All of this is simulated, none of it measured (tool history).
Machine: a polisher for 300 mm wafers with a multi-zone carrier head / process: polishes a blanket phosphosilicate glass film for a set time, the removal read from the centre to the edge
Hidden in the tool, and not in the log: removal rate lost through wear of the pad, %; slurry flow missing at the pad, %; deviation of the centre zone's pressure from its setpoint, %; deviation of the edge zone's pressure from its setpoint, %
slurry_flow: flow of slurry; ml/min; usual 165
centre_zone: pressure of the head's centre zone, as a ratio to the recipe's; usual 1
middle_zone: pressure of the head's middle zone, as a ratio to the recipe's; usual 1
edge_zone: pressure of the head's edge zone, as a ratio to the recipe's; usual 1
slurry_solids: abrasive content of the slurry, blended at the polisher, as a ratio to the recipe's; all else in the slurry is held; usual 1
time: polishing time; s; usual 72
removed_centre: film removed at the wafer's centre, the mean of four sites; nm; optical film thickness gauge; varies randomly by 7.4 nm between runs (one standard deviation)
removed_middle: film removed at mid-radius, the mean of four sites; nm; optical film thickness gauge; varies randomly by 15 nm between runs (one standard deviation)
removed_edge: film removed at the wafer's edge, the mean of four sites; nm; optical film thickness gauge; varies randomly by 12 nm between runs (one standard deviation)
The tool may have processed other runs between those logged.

| run | hour | slurry_flow | centre_zone | middle_zone | edge_zone | slurry_solids | time | wafers since the last listed run | wafers polished on this pad | hours since the slurry nozzle was cleaned | hours since the centre zone pressure was calibrated | hours since the edge zone pressure was calibrated | hours since the carrier head's membrane was replaced | incoming thickness of the incoming film, nm | removed_centre | removed_middle | removed_edge |
|---|---|---|---|---|---|---|---|---|---|---|---|---|---|---|---|---|---|
| 1 | 0 | 165 | 1 | 1 | 1 | 1 | 72 | 0 | 2479 | 26 | 352.1 | 1597.2 | 965.6 | 3501 | 1055.9 | 979.8 | 979.2 |
| 2 | 104.4 | 165 | 1 | 1 | 1 | 1.1 | 72 | 830 | 3309 | 130.4 | 456.5 | 1701.6 | 1070 | 3492.2 | 1108.1 | 1056.3 | 1039.1 |
|  | 118.6 | edge zone pressure recalibrated |
| 3 | 164.7 | 140 | 0.9 | 1 | 1 | 1.25 | 72 | 463 | 3773 | 190.7 | 516.8 | 46.1 | 1130.3 | 3462.8 | 1010.8 | 1080.7 | 1063.5 |
| 4 | 218.1 | 165 | 1 | 1 | 1 | 1 | 72 | 424 | 4197 | 244.1 | 570.2 | 99.5 | 1183.7 | 3564.9 | 1055.7 | 1001.2 | 982.6 |
|  | 237.3 | carrier head's membrane replaced by a new one |
|  | 266.4 | centre zone pressure recalibrated |
| 5 | 275.2 | 165 | 1 | 1.1 | 1.04 | 1 | 72 | 398 | 4596 | 301.2 | 8.8 | 156.6 | 37.9 | 3503.6 | 980.3 | 1081.2 | 1009.2 |
| 6 | 327.7 | 165 | 0.96 | 1 | 1 | 0.9 | 72 | 417 | 5013 | 353.7 | 61.3 | 209.1 | 90.4 | 3537.3 | 905.1 | 932 | 944 |
| 7 | 366 | 205 | 1.09 | 1 | 1 | 1 | 72 | 304 | 5318 | 392 | 99.6 | 247.4 | 128.7 | 3565.6 | 1135.5 | 1016.3 | 994.4 |
| 8 | 418.4 | 165 | 1 | 1 | 1 | 1 | 72 | 416 | 5734 | 444.4 | 152 | 299.8 | 181.1 | 3502.4 | 996.2 | 989.2 | 963.9 |
|  | 426.9 | worn pad replaced by a new one |
| 9 | 473.1 | 165 | 1.06 | 1.06 | 1 | 1 | 72 | 403 | 367 | 499.1 | 206.7 | 354.5 | 235.8 | 3505.4 | 1053.3 | 1024.4 | 978.5 |
| 10 | 536.2 | 165 | 1 | 1 | 1 | 1 | 59 | 501 | 869 | 562.2 | 269.8 | 417.6 | 298.9 | 3609.2 | 805.7 | 770 | 774.9 |
| 11 | 613.3 | 165 | 0.93 | 1 | 1 | 1 | 80 | 613 | 1482 | 639.3 | 346.9 | 494.7 | 376 | 3568 | 998.1 | 1045.5 | 1021.9 |
| 12 | 702.4 | 165 | 1 | 1 | 1 | 1 | 72 | 708 | 2190 | 728.4 | 436 | 583.8 | 465.1 | 3480.4 | 934.1 | 926.7 | 904.2 |
|  | 735.9 | slurry nozzle cleaned |
| 13 | 742.8 | 165 | 1 | 1 | 0.89 | 1 | 72 | 313 | 2504 | 6.9 | 476.4 | 624.2 | 505.5 | 3515.8 | 1054.1 | 1010.8 | 926.9 |
| 14 | 788.6 | 165 | 1 | 1 | 1 | 1 | 72 | 364 | 2868 | 52.7 | 522.2 | 670 | 551.3 | 3572.7 | 1060.1 | 994.7 | 968.5 |
| 15 | 886.9 | 165 | 1 | 1 | 1 | 1 | 72 | 781 | 3650 | 151 | 620.5 | 768.3 | 649.6 | 3535.2 | 1050.8 | 988 | 979.8 |
| 16 | 941.6 | 110 | 1.06 | 1.05 | 1 | 1.2 | 72 | 434 | 4085 | 205.7 | 675.2 | 823 | 704.3 | 3518.3 | 1083.8 | 1019.7 | 963 |
| 17 | 977.8 | 115 | 1 | 1.12 | 1 | 1 | 72 | 287 | 4373 | 241.9 | 711.4 | 859.2 | 740.5 | 3528.9 | 946.4 | 1006.2 | 911.5 |
|  | 1010 | centre zone pressure recalibrated |
| 18 | 1072.3 | 165 | 0.89 | 1.08 | 0.91 | 1 | 79 | 735 | 5108 | 336.4 | 62.3 | 953.7 | 835 | 3540 | 972.5 | 1128.2 | 1006.2 |
| 19 | 1114.7 | 220 | 0.89 | 1.1 | 1 | 1 | 72 | 337 | 5445 | 378.8 | 104.7 | 996.1 | 877.4 | 3540.1 | 942.2 | 1109.9 | 990 |
|  | 1120.3 | worn pad replaced by a new one |
| 20 | 1192.9 | 165 | 1 | 1 | 1 | 1 | 72 | 590 | 577 | 457 | 182.9 | 1074.3 | 955.6 | 3487.7 | 1002.2 | 938 | 954.5 |
| 21 | 1273.4 | 165 | 1 | 0.9 | 1.03 | 1 | 72 | 640 | 1217 | 537.5 | 263.4 | 1154.8 | 1036.1 | 3463.7 | 982 | 868.6 | 973.1 |

Had the tool no unlogged condition, and each run kept its random variation, what would the results have been?
| run | removed_centre | removed_middle | removed_edge |
|---|---|---|---|
| 1 | 994.3 | 982.3 | 980.8 |
| 2 | 1040.1 | 1061.5 | 1042.5 |
| 3 | 950.4 | 1090.4 | 1070 |
| 4 | 994 | 1012.3 | 990.2 |
| 5 | 995.9 | 1097.9 | 1020.5 |
| 6 | 910.4 | 951.8 | 958.4 |
| 7 | 1130.9 | 1037.6 | 1009.6 |
| 8 | 996.5 | 1023.3 | 987.5 |
| 9 | 1057.1 | 1070.6 | 1009.7 |
| 10 | 816.1 | 816.7 | 808 |
| 11 | 1031.9 | 1135.8 | 1083.4 |
| 12 | 1006.7 | 1048 | 985.1 |
| 13 | 993.8 | 1018.7 | 931.9 |
| 14 | 998.2 | 1002.9 | 974 |
| 15 | 990.2 | 999.1 | 987.4 |
| 16 | 1033.4 | 1041.9 | 976.9 |
| 17 | 904.3 | 1030.9 | 926.4 |
| 18 | 981.3 | 1157.1 | 1024.7 |
| 19 | 937.8 | 1135.6 | 1006.8 |
| 20 | 1007.2 | 979.7 | 984.6 |
| 21 | 996.8 | 923.5 | 1016.4 |
